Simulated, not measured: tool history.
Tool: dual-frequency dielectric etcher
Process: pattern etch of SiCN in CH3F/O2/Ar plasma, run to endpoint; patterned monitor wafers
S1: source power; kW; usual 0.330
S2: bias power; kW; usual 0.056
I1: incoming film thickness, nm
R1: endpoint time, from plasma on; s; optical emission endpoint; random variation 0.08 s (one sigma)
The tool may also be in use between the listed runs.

run   hour     S1     S2    I1    R1
  1    0.0  0.330  0.056  7.11  20.8
  2   28.5  0.330  0.056  7.08  20.6
  3   55.1  0.330  0.056  7.15  20.7
  4   71.5  0.330  0.056  7.09  20.6
  5   90.2  0.330  0.056  7.08  20.5
  6  124.5  0.330  0.056  7.08  20.5
  7  145.7  0.330  0.056  7.03  20.4
  8  165.0  0.330  0.056  7.11  20.4
  9  177.8  0.330  0.056  7.14  20.6
 10  203.0  0.330  0.056  7.10  20.4
     252.1  -- upper electrode replaced
 11  252.6  0.330  0.049  7.07  21.1
 12  252.9  0.330  0.056  7.13  20.5
 13  282.0  0.330  0.056  7.11  20.4
     289.5  -- bias power generator calibrated
 14  295.3  0.390  0.056  7.17  19.1
 15  318.6  0.300  0.063  7.03  20.3
 16  333.2  0.280  0.047  7.16  23.1
     343.1  -- source power generator calibrated
     371.2  -- wet clean of the chamber
 17  371.7  0.290  0.068  7.10  20.9
 18  388.3  0.330  0.056  7.09  20.8
 19  423.8  0.330  0.056  7.10  20.7
 20  452.0  0.360  0.069  7.11  18.9
 21  478.5  0.370  0.042  7.14  21.7
 22  503.7  0.280  0.049  7.03  23.0
 23  516.3  0.330  0.067  7.09  19.5
 24  534.6  0.390  0.042  7.11  21.1
 25  563.6  0.400  0.061  7.06  18.4
 26  591.3  0.330  0.056  7.10  20.6
 27  621.8  0.400  0.066  7.10  18.1
 28  654.5  0.330  0.064  7.13  19.8
 29  681.7  0.260  0.056  7.05  22.8

What the log doesn't show, run by run:
source power that arrives over what is set, %: 0 in every run
bias power that arrives over what is set, %: 0 in every run
H1: etch rate over this chamber's usual, %
run      H1
  1   0.771
  2   0.913
  3    1.05
  4    1.13
  5    1.22
  6    1.39
  7     1.5
  8    1.59
  9    1.66
 10    1.78
 11    2.03
 12    2.03
 13    2.17
 14    2.24
 15    2.36
 16    2.43
 17  -0.512
 18  -0.429
 19  -0.253
 20  -0.113
 21  0.0193
 22   0.145
 23   0.207
 24   0.298
 25   0.443
 26    0.58
 27   0.732
 28   0.895
 29    1.03
